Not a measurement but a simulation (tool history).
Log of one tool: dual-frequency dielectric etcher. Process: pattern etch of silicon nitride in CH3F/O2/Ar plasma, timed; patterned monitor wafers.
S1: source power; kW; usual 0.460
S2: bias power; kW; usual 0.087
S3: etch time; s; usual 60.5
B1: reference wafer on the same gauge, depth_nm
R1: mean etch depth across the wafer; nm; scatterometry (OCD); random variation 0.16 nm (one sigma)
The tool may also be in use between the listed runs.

| run | hour | S1 | S2 | S3 | B1 | R1 |
|---|---|---|---|---|---|---|
| 1 | 0.0 | 0.460 | 0.072 | 60.5 | 54.32 | 43.89 |
|  | 64.5 | bias power generator calibrated |
| 2 | 74.5 | 0.460 | 0.072 | 60.5 | 54.27 | 43.43 |
| 3 | 170.2 | 0.460 | 0.087 | 60.5 | 54.29 | 45.86 |
| 4 | 228.2 | 0.460 | 0.087 | 60.5 | 54.29 | 45.67 |
| 5 | 317.3 | 0.460 | 0.087 | 60.5 | 54.31 | 45.00 |
| 6 | 411.0 | 0.500 | 0.087 | 60.5 | 54.27 | 46.13 |
|  | 466.5 | wet clean of the chamber |
| 7 | 518.4 | 0.500 | 0.087 | 60.5 | 54.30 | 47.86 |
| 8 | 612.3 | 0.400 | 0.107 | 48.0 | 54.29 | 37.91 |
| 9 | 668.8 | 0.460 | 0.087 | 60.5 | 54.34 | 46.08 |
| 10 | 765.4 | 0.510 | 0.087 | 77.5 | 54.32 | 60.49 |
|  | 820.4 | upper electrode replaced |
| 11 | 831.6 | 0.340 | 0.099 | 60.5 | 54.29 | 43.26 |
| 12 | 877.9 | 0.420 | 0.087 | 66.5 | 54.29 | 48.41 |
| 13 | 940.2 | 0.460 | 0.074 | 60.5 | 54.35 | 42.91 |
| 14 | 1040.0 | 0.460 | 0.087 | 60.5 | 54.29 | 44.75 |
|  | 1074.3 | gauge calibrated |
| 15 | 1117.5 | 0.550 | 0.071 | 75.0 | 54.28 | 54.89 |
| 16 | 1210.1 | 0.460 | 0.087 | 60.5 | 54.29 | 44.49 |
|  | 1236.4 | wet clean of the chamber |
| 17 | 1265.1 | 0.580 | 0.087 | 45.0 | 54.29 | 36.96 |
| 18 | 1324.3 | 0.460 | 0.095 | 68.5 | 54.27 | 53.12 |
| 19 | 1387.4 | 0.420 | 0.087 | 60.5 | 54.29 | 43.94 |
| 20 | 1445.5 | 0.360 | 0.108 | 73.5 | 54.30 | 54.50 |
| 21 | 1519.9 | 0.460 | 0.087 | 60.5 | 54.31 | 45.27 |
| 22 | 1571.1 | 0.460 | 0.078 | 73.0 | 54.30 | 52.27 |
| 23 | 1617.8 | 0.500 | 0.080 | 72.0 | 54.27 | 53.11 |
| 24 | 1700.0 | 0.460 | 0.087 | 60.5 | 54.29 | 44.03 |
| 25 | 1794.9 | 0.400 | 0.099 | 71.0 | 54.31 | 51.75 |
|  | 1838.2 | wet clean of the chamber |
| 26 | 1891.9 | 0.340 | 0.074 | 70.0 | 54.33 | 46.10 |
| 27 | 1980.9 | 0.460 | 0.070 | 60.5 | 54.29 | 42.76 |
| 28 | 2019.0 | 0.460 | 0.108 | 60.5 | 54.34 | 49.14 |

5 ways to go on from here, each from the tool as it stands after run 28. What would each give?
| A | 2019.4 | 0.460 | 0.077 | 60.5 | ? | ? |
| B | 2019.4 | 0.410 | 0.081 | 60.5 | ? | ? |
| C | 2019.4 | 0.460 | 0.107 | 50.5 | ? | ? |
| D | 2019.4 | 0.370 | 0.104 | 60.5 | ? | ? |
| E | 2019.4 | 0.530 | 0.094 | 46.0 | ? | ? |

| run | B1 | R1 |
|---|---|---|
| A | 54.29 | 43.90 |
| B | 54.29 | 43.01 |
| C | 54.29 | 40.99 |
| D | 54.29 | 45.39 |
| E | 54.29 | 37.38 |
Without the tool's hidden state the same runs would have given:
| run | R1 |
|---|---|
| A | 44.98 |
| B | 44.06 |
| C | 41.98 |
| D | 46.48 |
| E | 38.29 |
